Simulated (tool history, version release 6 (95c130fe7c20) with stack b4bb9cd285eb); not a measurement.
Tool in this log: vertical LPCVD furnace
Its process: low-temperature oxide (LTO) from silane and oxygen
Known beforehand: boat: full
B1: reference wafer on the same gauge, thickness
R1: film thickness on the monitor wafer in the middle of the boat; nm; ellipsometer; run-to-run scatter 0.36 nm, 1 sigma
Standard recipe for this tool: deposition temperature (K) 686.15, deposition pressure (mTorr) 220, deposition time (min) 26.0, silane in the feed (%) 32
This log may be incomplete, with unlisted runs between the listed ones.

{"run": 1, "hour": 0.0, "deposition temperature (K)": 695.15, "deposition pressure (mTorr)": 220, "deposition time (min)": 30.5, "silane in the feed (%)": 32, "B1": 190.99, "R1": 281.07}
{"run": 2, "hour": 35.6, "deposition temperature (K)": 695.15, "deposition pressure (mTorr)": 220, "deposition time (min)": 30.5, "silane in the feed (%)": 32, "B1": 191.17, "R1": 280.71}
{"run": 3, "hour": 57.8, "deposition temperature (K)": 695.15, "deposition pressure (mTorr)": 220, "deposition time (min)": 30.5, "silane in the feed (%)": 32, "B1": 190.98, "R1": 280.48}
{"run": 4, "hour": 77.4, "deposition temperature (K)": 686.15, "deposition pressure (mTorr)": 220, "deposition time (min)": 26.0, "silane in the feed (%)": 34, "B1": 190.9, "R1": 235.38}
{"run": 5, "hour": 102.1, "deposition temperature (K)": 686.15, "deposition pressure (mTorr)": 220, "deposition time (min)": 26.0, "silane in the feed (%)": 32, "B1": 190.96, "R1": 216.99}
{"run": 6, "hour": 124.5, "deposition temperature (K)": 686.15, "deposition pressure (mTorr)": 220, "deposition time (min)": 26.0, "silane in the feed (%)": 32, "B1": 191.02, "R1": 216.66}
{"run": 7, "hour": 146.1, "deposition temperature (K)": 686.15, "deposition pressure (mTorr)": 220, "deposition time (min)": 26.0, "silane in the feed (%)": 32, "B1": 190.82, "R1": 216.89}
{"run": 8, "hour": 194.0, "deposition temperature (K)": 686.15, "deposition pressure (mTorr)": 255, "deposition time (min)": 26.0, "silane in the feed (%)": 32, "B1": 190.92, "R1": 252.07}
{"run": 9, "hour": 226.7, "deposition temperature (K)": 686.15, "deposition pressure (mTorr)": 220, "deposition time (min)": 26.0, "silane in the feed (%)": 32, "B1": 191.0, "R1": 217.61}
{"run": 10, "hour": 246.4, "deposition temperature (K)": 686.15, "deposition pressure (mTorr)": 180, "deposition time (min)": 22.0, "silane in the feed (%)": 30, "B1": 191.04, "R1": 137.08}
{"run": 11, "hour": 270.5, "deposition temperature (K)": 686.15, "deposition pressure (mTorr)": 220, "deposition time (min)": 26.0, "silane in the feed (%)": 32, "B1": 191.02, "R1": 217.41}

Run 12 comes next. What will it give?
{"hour": 273.6, "done": "gauge calibrated"}
{"hour": 295.9, "done": "silane flow controller replaced"}
{"run": 12, "hour": 296.4, "deposition temperature (K)": 686.15, "deposition pressure (mTorr)": 220, "deposition time (min)": 26.0, "silane in the feed (%)": 32, "B1": "?", "R1": "?"}

B1: 191.07
R1: 217.39 nm
Take away the tool's hidden state, keep the run-to-run variation as it was, and the same run would have given R1 207.50 nm.
